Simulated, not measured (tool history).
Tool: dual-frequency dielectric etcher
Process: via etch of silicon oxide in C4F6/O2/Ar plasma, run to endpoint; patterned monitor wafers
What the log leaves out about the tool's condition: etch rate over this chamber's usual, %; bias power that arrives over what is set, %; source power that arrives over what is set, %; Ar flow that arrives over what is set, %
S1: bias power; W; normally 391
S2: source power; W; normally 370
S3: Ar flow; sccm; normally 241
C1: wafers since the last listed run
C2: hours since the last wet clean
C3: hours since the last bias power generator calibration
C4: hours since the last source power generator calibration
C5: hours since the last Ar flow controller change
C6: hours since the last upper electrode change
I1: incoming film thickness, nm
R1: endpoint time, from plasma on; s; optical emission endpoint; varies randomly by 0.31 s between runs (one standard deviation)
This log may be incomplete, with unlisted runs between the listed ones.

| run | hour | S1 | S2 | S3 | C1 | C2 | C3 | C4 | C5 | C6 | I1 | R1 |
|---|---|---|---|---|---|---|---|---|---|---|---|---|
| 1 | 0 | 391 | 370 | 241 | 0 | 0.5 | 3469.1 | 5017.8 | 2339.2 | 1890.4 | 168.3 | 42.7 |
| 2 | 23.2 | 391 | 370 | 241 | 176 | 23.7 | 3492.3 | 5041 | 2362.4 | 1913.6 | 169.2 | 43.3 |
| 3 | 113.2 | 391 | 370 | 241 | 684 | 113.7 | 3582.3 | 5131 | 2452.4 | 2003.6 | 170.7 | 42.5 |
| 4 | 162 | 391 | 370 | 241 | 371 | 162.5 | 3631.1 | 5179.8 | 2501.2 | 2052.4 | 169.1 | 42.5 |
| 5 | 262.4 | 391 | 370 | 241 | 763 | 262.9 | 3731.5 | 5280.2 | 2601.6 | 2152.8 | 170.3 | 42.4 |
| 6 | 318.7 | 391 | 370 | 241 | 428 | 319.2 | 3787.8 | 5336.5 | 2657.9 | 2209.1 | 167.7 | 41.3 |
| 7 | 372 | 391 | 370 | 241 | 405 | 372.5 | 3841.1 | 5389.8 | 2711.2 | 2262.4 | 167.8 | 41.7 |
| 8 | 415 | 391 | 430 | 297 | 327 | 415.5 | 3884.1 | 5432.8 | 2754.2 | 2305.4 | 168.9 | 40.7 |
| 9 | 490.8 | 320 | 420 | 260 | 576 | 491.3 | 3959.9 | 5508.6 | 2830 | 2381.2 | 170.5 | 43.2 |
|  | 546.2 | Ar flow controller replaced |
|  | 546.4 | bias power generator calibrated |
| 10 | 576.4 | 359 | 410 | 261 | 604 | 576.9 | 30 | 5594.2 | 30.2 | 2466.8 | 170.3 | 41.8 |
|  | 647.2 | wet clean of the chamber |
|  | 676.9 | source power generator calibrated |
| 11 | 680.4 | 391 | 290 | 259 | 578 | 33.2 | 134 | 3.5 | 134.2 | 2570.8 | 169.1 | 45.8 |
| 12 | 785.8 | 315 | 320 | 241 | 801 | 138.6 | 239.4 | 108.9 | 239.6 | 2676.2 | 170.9 | 47.8 |
|  | 821.5 | upper electrode replaced |
| 13 | 887.6 | 391 | 370 | 241 | 591 | 240.4 | 341.2 | 210.7 | 341.4 | 66.1 | 168.8 | 42 |
| 14 | 981.4 | 391 | 370 | 241 | 713 | 334.2 | 435 | 304.5 | 435.2 | 159.9 | 170.8 | 42.7 |
| 15 | 1040.3 | 391 | 370 | 241 | 448 | 393.1 | 493.9 | 363.4 | 494.1 | 218.8 | 168.5 | 41.8 |
| 16 | 1118.4 | 391 | 370 | 224 | 594 | 471.2 | 572 | 441.5 | 572.2 | 296.9 | 168.8 | 41 |
| 17 | 1177 | 436 | 410 | 217 | 445 | 529.8 | 630.6 | 500.1 | 630.8 | 355.5 | 167.9 | 38.1 |
| 18 | 1257.9 | 391 | 370 | 241 | 615 | 610.7 | 711.5 | 581 | 711.7 | 436.4 | 170.1 | 41.4 |
| 19 | 1321.4 | 320 | 420 | 260 | 483 | 674.2 | 775 | 644.5 | 775.2 | 499.9 | 170 | 42.6 |
|  | 1348.9 | wet clean of the chamber |
| 20 | 1380.2 | 326 | 330 | 191 | 264 | 31.3 | 833.8 | 703.3 | 834 | 558.7 | 169 | 45.7 |
| 21 | 1448.3 | 391 | 370 | 241 | 518 | 99.4 | 901.9 | 771.4 | 902.1 | 626.8 | 168.7 | 42.5 |
| 22 | 1514.1 | 364 | 340 | 193 | 500 | 165.2 | 967.7 | 837.2 | 967.9 | 692.6 | 169.3 | 43.8 |
| 23 | 1554.8 | 391 | 370 | 241 | 309 | 205.9 | 1008.4 | 877.9 | 1008.6 | 733.3 | 168.3 | 42.1 |
| 24 | 1605.4 | 391 | 430 | 241 | 384 | 256.5 | 1059 | 928.5 | 1059.2 | 783.9 | 167.3 | 39.2 |
| 25 | 1674.6 | 391 | 400 | 266 | 526 | 325.7 | 1128.2 | 997.7 | 1128.4 | 853.1 | 169.1 | 41.8 |
| 26 | 1746.3 | 359 | 370 | 241 | 545 | 397.4 | 1199.9 | 1069.4 | 1200.1 | 924.8 | 170.2 | 43.2 |
| 27 | 1916 | 334 | 400 | 278 | 1291 | 567.1 | 1369.6 | 1239.1 | 1369.8 | 1094.5 | 168.6 | 42.7 |
|  | 1981.5 | wet clean of the chamber |
| 28 | 1982 | 391 | 370 | 225 | 319 | 0.5 | 1435.6 | 1305.1 | 1435.8 | 1160.5 | 169.4 | 42.6 |
| 29 | 2035.8 | 391 | 320 | 241 | 409 | 54.3 | 1489.4 | 1358.9 | 1489.6 | 1214.3 | 169 | 44.2 |

Measured result minus the same run's result without the hidden state. Both carry the same run-to-run variation, though not necessarily the same gauge scatter:
| run | R1 |
|---|---|
| 1 | +0.1 |
| 2 | +0 |
| 3 | -0.1 |
| 4 | -0.3 |
| 5 | -0.6 |
| 6 | -0.7 |
| 7 | -0.7 |
| 8 | -0.8 |
| 9 | -1.2 |
| 10 | -1.2 |
| 11 | +0.1 |
| 12 | -0.2 |
| 13 | -0.4 |
| 14 | -0.6 |
| 15 | -0.8 |
| 16 | -1 |
| 17 | -1 |
| 18 | -1.3 |
| 19 | -1.5 |
| 20 | +0 |
| 21 | -0.2 |
| 22 | -0.4 |
| 23 | -0.4 |
| 24 | -0.6 |
| 25 | -0.7 |
| 26 | -0.9 |
| 27 | -1.4 |
| 28 | +0.2 |
| 29 | +0 |
